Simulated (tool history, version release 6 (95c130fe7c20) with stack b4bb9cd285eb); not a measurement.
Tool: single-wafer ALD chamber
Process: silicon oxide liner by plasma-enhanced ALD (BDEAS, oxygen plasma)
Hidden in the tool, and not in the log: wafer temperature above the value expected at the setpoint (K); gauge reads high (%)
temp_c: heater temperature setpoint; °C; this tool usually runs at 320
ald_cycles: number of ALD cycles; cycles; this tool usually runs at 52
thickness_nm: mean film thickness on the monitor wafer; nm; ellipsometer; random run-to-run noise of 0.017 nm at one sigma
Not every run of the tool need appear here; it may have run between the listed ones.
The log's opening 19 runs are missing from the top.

| run | hour | temp_c | ald_cycles | wafers since the last listed run | hours since the last thermocouple change | hours since the gauge calibration | read-back reference wafer on the same gauge, thickness_nm | thickness_nm |
|---|---|---|---|---|---|---|---|---|
| 20 | 1045.8 | 308 | 52 | 377 | 360.9 | 1405.4 | 4.997 | 4.435 |
|  | 1159.9 | gauge calibrated |
| 21 | 1173.6 | 320 | 46 | 1016 | 488.7 | 13.7 | 4.792 | 3.7 |
| 22 | 1244.9 | 314 | 45 | 567 | 560 | 85 | 4.817 | 3.701 |
| 23 | 1284.5 | 320 | 52 | 315 | 599.6 | 124.6 | 4.835 | 4.214 |
| 24 | 1355.6 | 333 | 42 | 565 | 670.7 | 195.7 | 4.853 | 3.404 |
| 25 | 1425.4 | 312 | 59 | 555 | 740.5 | 265.5 | 4.868 | 4.882 |
| 26 | 1480.5 | 329 | 43 | 438 | 795.6 | 320.6 | 4.879 | 3.482 |
| 27 | 1541.4 | 320 | 52 | 484 | 856.5 | 381.5 | 4.894 | 4.305 |
| 28 | 1585.9 | 330 | 59 | 354 | 901 | 426 | 4.905 | 4.783 |
| 29 | 1653.4 | 320 | 52 | 537 | 968.5 | 493.5 | 4.919 | 4.298 |
| 30 | 1679.5 | 312 | 61 | 207 | 994.6 | 519.6 | 4.913 | 5.094 |

Alternative continuations, all from the tool just after run 30; predict every row:
| A | 1680 | 320 | 47 | 3 | 995.1 | 520.1 | ? | ? |
| B | 1680 | 334 | 55 | 3 | 995.1 | 520.1 | ? | ? |
| C | 1680 | 330 | 62 | 3 | 995.1 | 520.1 | ? | ? |
| D | 1680 | 328 | 52 | 3 | 995.1 | 520.1 | ? | ? |

| run | read-back reference wafer on the same gauge, thickness_nm | thickness_nm |
|---|---|---|
| A | 4.921 | 3.905 |
| B | 4.921 | 4.488 |
| C | 4.921 | 5.086 |
| D | 4.921 | 4.276 |
The same runs, with their run-to-run variation unchanged, on a tool lacking any hidden condition would have given:
| run | thickness_nm |
|---|---|
| A | 3.811 |
| B | 4.38 |
| C | 4.963 |
| D | 4.173 |
